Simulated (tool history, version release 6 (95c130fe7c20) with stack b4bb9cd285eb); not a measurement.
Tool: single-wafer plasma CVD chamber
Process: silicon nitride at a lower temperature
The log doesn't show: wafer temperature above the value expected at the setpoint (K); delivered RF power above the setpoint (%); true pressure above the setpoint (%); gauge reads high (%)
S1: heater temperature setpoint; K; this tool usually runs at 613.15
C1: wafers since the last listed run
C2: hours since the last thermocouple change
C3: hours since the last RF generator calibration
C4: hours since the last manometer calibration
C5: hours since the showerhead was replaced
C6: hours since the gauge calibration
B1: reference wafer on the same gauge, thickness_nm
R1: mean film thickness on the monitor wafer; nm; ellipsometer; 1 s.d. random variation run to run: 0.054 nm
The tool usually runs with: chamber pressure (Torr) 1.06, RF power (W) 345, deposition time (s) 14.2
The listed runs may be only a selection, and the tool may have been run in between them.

Run 1, hour 0.0: usual settings but RF power (W) 385, deposition time (s) 12.0; C1 0; C2 2417.9; C3 976.7; C4 2458.2; C5 5982.0; C6 71.4; B1 18.812. Result: R1 14.231 nm.
Run 2, hour 15.9: usual settings but RF power (W) 385, deposition time (s) 12.0; C1 590; C2 2433.8; C3 992.6; C4 2474.1; C5 5997.9; C6 87.3; B1 18.793. Result: R1 14.196 nm.
Run 3, hour 23.1: usual settings but RF power (W) 385, deposition time (s) 12.0; C1 267; C2 2441.0; C3 999.8; C4 2481.3; C5 6005.1; C6 94.5; B1 18.787. Result: R1 14.328 nm.
Run 4, hour 38.2: usual settings; C1 561; C2 2456.1; C3 1014.9; C4 2496.4; C5 6020.2; C6 109.6; B1 18.799. Result: R1 15.123 nm.
Run 5, hour 52.0: usual settings; C1 512; C2 2469.9; C3 1028.7; C4 2510.2; C5 6034.0; C6 123.4; B1 18.796. Result: R1 15.247 nm.
At hour 62.2: capacitance manometer re-zeroed and calibrated.
Run 6, hour 66.1: usual settings but S1 618.15 K; C1 226; C2 2484.0; C3 1042.8; C4 3.9; C5 6048.1; C6 137.5; B1 18.799. Result: R1 15.236 nm.
At hour 79.6: showerhead replaced.
At hour 81.6: RF generator calibrated.
At hour 87.7: thermocouple changed; heater temperature recalibrated.
Run 7, hour 88.2: usual settings but S1 618.15 K; C1 223; C2 0.5; C3 6.6; C4 26.0; C5 8.6; C6 159.6; B1 18.803. Result: R1 14.385 nm.
Run 8, hour 88.5: usual settings; C1 11; C2 0.8; C3 6.9; C4 26.3; C5 8.9; C6 159.9; B1 18.770. Result: R1 14.441 nm.
At hour 108.7: RF generator calibrated, repeated, since the last time left the tool worse.
Run 9, hour 109.2: usual settings but S1 618.15 K; C1 471; C2 21.5; C3 0.5; C4 47.0; C5 29.6; C6 180.6; B1 18.796. Result: R1 15.917 nm.
At hour 109.9: gauge calibrated.
Run 10, hour 114.6: usual settings but chamber pressure (Torr) 0.95, RF power (W) 320; C1 200; C2 26.9; C3 5.9; C4 52.4; C5 35.0; C6 4.7; B1 18.807. Result: R1 14.388 nm.
Run 11, hour 127.0: usual settings but S1 609.15 K, deposition time (s) 15.2; C1 460; C2 39.3; C3 18.3; C4 64.8; C5 47.4; C6 17.1; B1 18.826. Result: R1 16.971 nm.
Run 12, hour 138.8: usual settings but RF power (W) 385, deposition time (s) 12.0; C1 438; C2 51.1; C3 30.1; C4 76.6; C5 59.2; C6 28.9; B1 18.779. Result: R1 14.889 nm.
Run 13, hour 146.0: usual settings but RF power (W) 375; C1 267; C2 58.3; C3 37.3; C4 83.8; C5 66.4; C6 36.1; B1 18.786. Result: R1 17.125 nm.
Run 14, hour 162.5: usual settings but S1 619.15 K, RF power (W) 395, deposition time (s) 16.9; C1 613; C2 74.8; C3 53.8; C4 100.3; C5 82.9; C6 52.6; B1 18.813. Result: R1 21.278 nm.
Run 15, hour 174.8: usual settings but RF power (W) 385, deposition time (s) 12.0; C1 457; C2 87.1; C3 66.1; C4 112.6; C5 95.2; C6 64.9; B1 18.777. Result: R1 14.884 nm.
Run 16, hour 187.5: usual settings but chamber pressure (Torr) 1.20; C1 471; C2 99.8; C3 78.8; C4 125.3; C5 107.9; C6 77.6; B1 18.798. Result: R1 16.319 nm.
Run 17, hour 205.0: usual settings; C1 650; C2 117.3; C3 96.3; C4 142.8; C5 125.4; C6 95.1; B1 18.782. Result: R1 15.635 nm.

Some steps in R1 between neighbouring runs. How much of each would the tool show without its hidden state too (settings, what came in, random variation), and how much is left for the hidden state, with any gauge scatter that isn't in both results?
Run 8 -> 9: S1 613.15 -> 618.15, RF generator calibrated, repeated, since the last time left the tool worse. R1 +1.476 nm: hidden state +1.591, all else -0.115.
Run 14 -> 15: S1 619.15 -> 613.15, RF power (W) 395 -> 385, deposition time (s) 16.9 -> 12.0. R1 -6.394 nm: hidden state +0.058, all else -6.452.

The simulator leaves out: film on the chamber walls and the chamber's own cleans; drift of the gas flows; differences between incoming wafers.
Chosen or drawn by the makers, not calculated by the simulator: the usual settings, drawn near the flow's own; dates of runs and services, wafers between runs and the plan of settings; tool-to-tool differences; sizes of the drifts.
